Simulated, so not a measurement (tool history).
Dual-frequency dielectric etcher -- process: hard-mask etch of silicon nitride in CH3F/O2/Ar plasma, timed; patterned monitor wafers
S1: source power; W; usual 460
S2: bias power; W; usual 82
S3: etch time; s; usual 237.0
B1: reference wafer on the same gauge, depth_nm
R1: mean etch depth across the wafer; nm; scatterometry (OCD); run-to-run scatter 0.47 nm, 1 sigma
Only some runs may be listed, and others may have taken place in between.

| run | hour | S1 | S2 | S3 | B1 | R1 |
|---|---|---|---|---|---|---|
| 1 | 0.0 | 460 | 82 | 237.0 | 201.0 | 180.1 |
| 2 | 48.2 | 460 | 82 | 237.0 | 201.0 | 179.5 |
|  | 107.4 | wet clean of the chamber |
| 3 | 116.8 | 400 | 82 | 237.0 | 200.9 | 168.2 |
| 4 | 288.0 | 400 | 82 | 237.0 | 200.9 | 167.9 |
| 5 | 431.6 | 460 | 82 | 212.5 | 201.1 | 161.5 |
|  | 449.6 | gauge calibrated |
|  | 461.2 | bias power generator calibrated |
| 6 | 501.1 | 460 | 82 | 212.5 | 200.8 | 158.7 |
| 7 | 538.1 | 460 | 82 | 237.0 | 201.0 | 176.9 |
|  | 575.3 | wet clean of the chamber |
| 8 | 604.1 | 460 | 82 | 237.0 | 200.9 | 177.3 |
| 9 | 662.0 | 460 | 82 | 237.0 | 200.9 | 177.4 |
|  | 703.5 | source power generator calibrated |
|  | 718.1 | bias power generator calibrated, repeated, since the last time left the tool worse |
| 10 | 726.1 | 460 | 82 | 258.0 | 201.1 | 198.5 |
| 11 | 789.8 | 460 | 82 | 258.0 | 201.1 | 199.1 |
| 12 | 820.5 | 460 | 82 | 237.0 | 200.9 | 183.0 |
| 13 | 847.6 | 460 | 82 | 237.0 | 200.8 | 182.0 |
| 14 | 914.9 | 460 | 82 | 237.0 | 201.0 | 182.9 |
| 15 | 965.4 | 370 | 82 | 183.0 | 201.2 | 127.5 |
|  | 1005.8 | upper electrode replaced |
|  | 1021.4 | wet clean of the chamber |
| 16 | 1034.0 | 580 | 102 | 237.0 | 200.9 | 222.6 |
| 17 | 1059.8 | 460 | 101 | 237.0 | 201.1 | 200.1 |
| 18 | 1115.3 | 460 | 96 | 212.5 | 201.0 | 176.4 |
| 19 | 1151.5 | 460 | 82 | 307.0 | 200.8 | 237.0 |
| 20 | 1202.4 | 380 | 74 | 176.0 | 200.9 | 118.0 |
| 21 | 1234.9 | 370 | 82 | 237.0 | 201.1 | 164.4 |
| 22 | 1295.4 | 460 | 82 | 179.5 | 201.1 | 137.9 |
| 23 | 1329.5 | 460 | 82 | 237.0 | 200.8 | 182.5 |

Branching from run 23: 5 alternative next runs. What would each branch give?
| A | 1330.0 | 460 | 82 | 237.0 | ? | ? |
| B | 1330.0 | 390 | 64 | 289.0 | ? | ? |
| C | 1330.0 | 460 | 100 | 237.0 | ? | ? |
| D | 1330.0 | 460 | 82 | 301.5 | ? | ? |
| E | 1330.0 | 460 | 76 | 237.0 | ? | ? |

| run | B1 | R1 |
|---|---|---|
| A | 200.8 | 182.9 |
| B | 200.8 | 184.4 |
| C | 200.8 | 199.7 |
| D | 200.8 | 232.7 |
| E | 200.8 | 176.9 |
With no hidden state in the tool, these same runs would have given:
| run | R1 |
|---|---|
| A | 182.8 |
| B | 184.3 |
| C | 199.6 |
| D | 232.5 |
| E | 176.7 |

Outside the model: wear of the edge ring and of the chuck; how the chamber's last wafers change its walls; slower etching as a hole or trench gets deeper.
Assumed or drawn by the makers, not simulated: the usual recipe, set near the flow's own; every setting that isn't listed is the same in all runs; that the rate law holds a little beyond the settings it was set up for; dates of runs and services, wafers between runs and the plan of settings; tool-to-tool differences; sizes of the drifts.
